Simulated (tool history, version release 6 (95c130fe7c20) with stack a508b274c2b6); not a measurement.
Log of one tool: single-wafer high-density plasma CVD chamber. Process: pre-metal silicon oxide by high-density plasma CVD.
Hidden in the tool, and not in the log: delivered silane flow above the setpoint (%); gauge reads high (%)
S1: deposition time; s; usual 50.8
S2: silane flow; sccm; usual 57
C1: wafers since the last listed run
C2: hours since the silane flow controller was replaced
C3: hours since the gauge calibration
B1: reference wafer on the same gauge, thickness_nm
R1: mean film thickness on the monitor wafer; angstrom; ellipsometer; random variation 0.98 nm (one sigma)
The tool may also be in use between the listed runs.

Run 1, day 0.000: usual settings but S2 65 sccm; C1 0; C2 944.6; C3 1587.6; B1 228.994. Result: R1 3143.17 angstrom.
Run 2, day 1.083: usual settings; C1 423; C2 970.6; C3 1613.6; B1 229.010. Result: R1 2786.89 angstrom.
Run 3, day 3.950: usual settings; C1 1121; C2 1039.4; C3 1682.4; B1 228.775. Result: R1 2770.71 angstrom.
Run 4, day 6.300: usual settings; C1 919; C2 1095.8; C3 1738.8; B1 228.977. Result: R1 2789.12 angstrom.
Run 5, day 9.204: usual settings; C1 1136; C2 1165.5; C3 1808.5; B1 228.847. Result: R1 2756.91 angstrom.
Run 6, day 15.908: usual settings; C1 2622; C2 1326.4; C3 1969.4; B1 229.080. Result: R1 2757.66 angstrom.
Run 7, day 17.971: usual settings but S1 53.5 s; C1 806; C2 1375.9; C3 2018.9; B1 229.152. Result: R1 2933.07 angstrom.
Run 8, day 19.546: usual settings but S2 54 sccm; C1 616; C2 1413.7; C3 2056.7; B1 228.974. Result: R1 2622.76 angstrom.
Run 9, day 22.075: usual settings but S2 54 sccm; C1 989; C2 1474.4; C3 2117.4; B1 228.915. Result: R1 2614.20 angstrom.
Run 10, day 24.950: usual settings but S2 64 sccm; C1 1124; C2 1543.4; C3 2186.4; B1 229.013. Result: R1 3097.47 angstrom.
Run 11, day 27.208: usual settings but S1 44.0 s; C1 883; C2 1597.6; C3 2240.6; B1 229.154. Result: R1 2391.47 angstrom.
Run 12, day 28.896: usual settings but S1 44.0 s; C1 660; C2 1638.1; C3 2281.1; B1 229.042. Result: R1 2400.62 angstrom.
Run 13, day 31.346: usual settings but S1 44.0 s; C1 958; C2 1696.9; C3 2339.9; B1 228.998. Result: R1 2396.15 angstrom.
Run 14, day 33.512: usual settings but S1 58.2 s; C1 847; C2 1748.9; C3 2391.9; B1 228.943. Result: R1 3175.50 angstrom.
Run 15, day 35.992: usual settings; C1 969; C2 1808.4; C3 2451.4; B1 229.001. Result: R1 2772.22 angstrom.
Run 16, day 37.800: usual settings; C1 707; C2 1851.8; C3 2494.8; B1 228.837. Result: R1 2753.38 angstrom.
Run 17, day 40.142: usual settings; C1 916; C2 1908.0; C3 2551.0; B1 228.849. Result: R1 2749.20 angstrom.
Run 18, day 43.046: usual settings; C1 1136; C2 1977.7; C3 2620.7; B1 228.980. Result: R1 2760.17 angstrom.
Run 19, day 44.958: usual settings; C1 748; C2 2023.6; C3 2666.6; B1 228.932. Result: R1 2757.28 angstrom.
Run 20, day 47.488: usual settings but S2 48 sccm; C1 989; C2 2084.3; C3 2727.3; B1 228.931. Result: R1 2328.06 angstrom.
Run 21, day 50.042: usual settings but S2 48 sccm; C1 999; C2 2145.6; C3 2788.6; B1 229.016. Result: R1 2351.83 angstrom.
At day 50.696: gauge calibrated.
Run 22, day 51.354: usual settings but S1 57.3 s; C1 513; C2 2177.1; C3 15.8; B1 228.939. Result: R1 3119.99 angstrom.
At day 52.029: silane flow controller replaced.
Run 23, day 54.121: usual settings; C1 951; C2 50.2; C3 82.2; B1 229.057. Result: R1 2780.15 angstrom.
Run 24, day 55.471: usual settings but S2 66 sccm; C1 528; C2 82.6; C3 114.6; B1 228.915. Result: R1 3196.92 angstrom.
Run 25, day 57.804: usual settings but S1 54.4 s, S2 62 sccm; C1 912; C2 138.6; C3 170.6; B1 229.059. Result: R1 3217.42 angstrom.
Run 26, day 59.633: usual settings but S1 56.8 s, S2 52 sccm; C1 715; C2 182.5; C3 214.5; B1 229.023. Result: R1 2849.39 angstrom.
Run 27, day 61.067: usual settings; C1 560; C2 216.9; C3 248.9; B1 229.144. Result: R1 2786.58 angstrom.
Run 28, day 64.038: usual settings but S1 53.9 s, S2 60 sccm; C1 1162; C2 288.2; C3 320.2; B1 228.899. Result: R1 3113.15 angstrom.
Run 29, day 66.996: usual settings but S1 57.8 s, S2 68 sccm; C1 1157; C2 359.2; C3 391.2; B1 228.838. Result: R1 3770.33 angstrom.
Run 30, day 68.238: usual settings but S1 53.4 s, S2 50 sccm; C1 485; C2 389.0; C3 421.0; B1 228.984. Result: R1 2581.65 angstrom.
Run 31, day 69.846: usual settings but S1 60.3 s, S2 53 sccm; C1 629; C2 427.6; C3 459.6; B1 228.882. Result: R1 3087.17 angstrom.
Run 32, day 72.296: usual settings; C1 958; C2 486.4; C3 518.4; B1 228.978. Result: R1 2783.67 angstrom.
Run 33, day 73.625: usual settings but S1 53.9 s, S2 60 sccm; C1 519; C2 518.3; C3 550.3; B1 229.078. Result: R1 3088.71 angstrom.
Run 34, day 75.467: usual settings but S2 67 sccm; C1 720; C2 562.5; C3 594.5; B1 229.198. Result: R1 3246.34 angstrom.
Run 35, day 77.012: usual settings; C1 604; C2 599.6; C3 631.6; B1 229.009. Result: R1 2783.12 angstrom.
Run 36, day 78.600: usual settings but S2 51 sccm; C1 621; C2 637.7; C3 669.7; B1 229.225. Result: R1 2514.49 angstrom.
Run 37, day 79.638: usual settings; C1 405; C2 662.6; C3 694.6; B1 229.096. Result: R1 2778.37 angstrom.
Run 38, day 82.462: usual settings but S1 46.2 s; C1 1105; C2 730.4; C3 762.4; B1 228.928. Result: R1 2515.47 angstrom.
Run 39, day 83.638: usual settings; C1 459; C2 758.6; C3 790.6; B1 228.902. Result: R1 2787.32 angstrom.
Run 40, day 86.479: usual settings but S1 41.0 s, S2 61 sccm; C1 1111; C2 826.8; C3 858.8; B1 229.108. Result: R1 2397.82 angstrom.
Run 41, day 89.279: usual settings; C1 1095; C2 894.0; C3 926.0; B1 229.100. Result: R1 2780.32 angstrom.
Run 42, day 90.996: usual settings but S1 57.0 s, S2 54 sccm; C1 671; C2 935.2; C3 967.2; B1 229.065. Result: R1 2982.71 angstrom.
Run 43, day 92.558: usual settings; C1 611; C2 972.7; C3 1004.7; B1 228.886. Result: R1 2780.42 angstrom.
Run 44, day 94.671: usual settings but S1 58.6 s, S2 48 sccm; C1 826; C2 1023.4; C3 1055.4; B1 228.978. Result: R1 2707.94 angstrom.

Measured less the same run without the tool's hidden state. The same run-to-run variation is in both; the gauge's scatter may not be:
run      R1
  1   -9.58
  2   -8.87
  3   -9.84
  4  -10.80
  5  -11.85
  6  -14.82
  7  -16.81
  8  -15.77
  9  -16.95
 10  -21.82
 11  -17.94
 12  -18.86
 13  -20.10
 14  -28.17
 15  -26.17
 16  -27.19
 17  -28.72
 18  -30.85
 19  -32.20
 20  -28.77
 21  -30.72
 22  -41.91
 23   +1.14
 24   +1.28
 25   +1.18
 26   +0.94
 27   +0.82
 28   +0.62
 29   +0.29
 30   +0.04
 31   -0.20
 32   -0.59
 33   -0.91
 34   -1.37
 35   -1.50
 36   -1.66
 37   -2.08
 38   -2.51
 39   -3.09
 40   -3.36
 41   -4.75
 42   -5.69
 43   -5.84
 44   -6.42
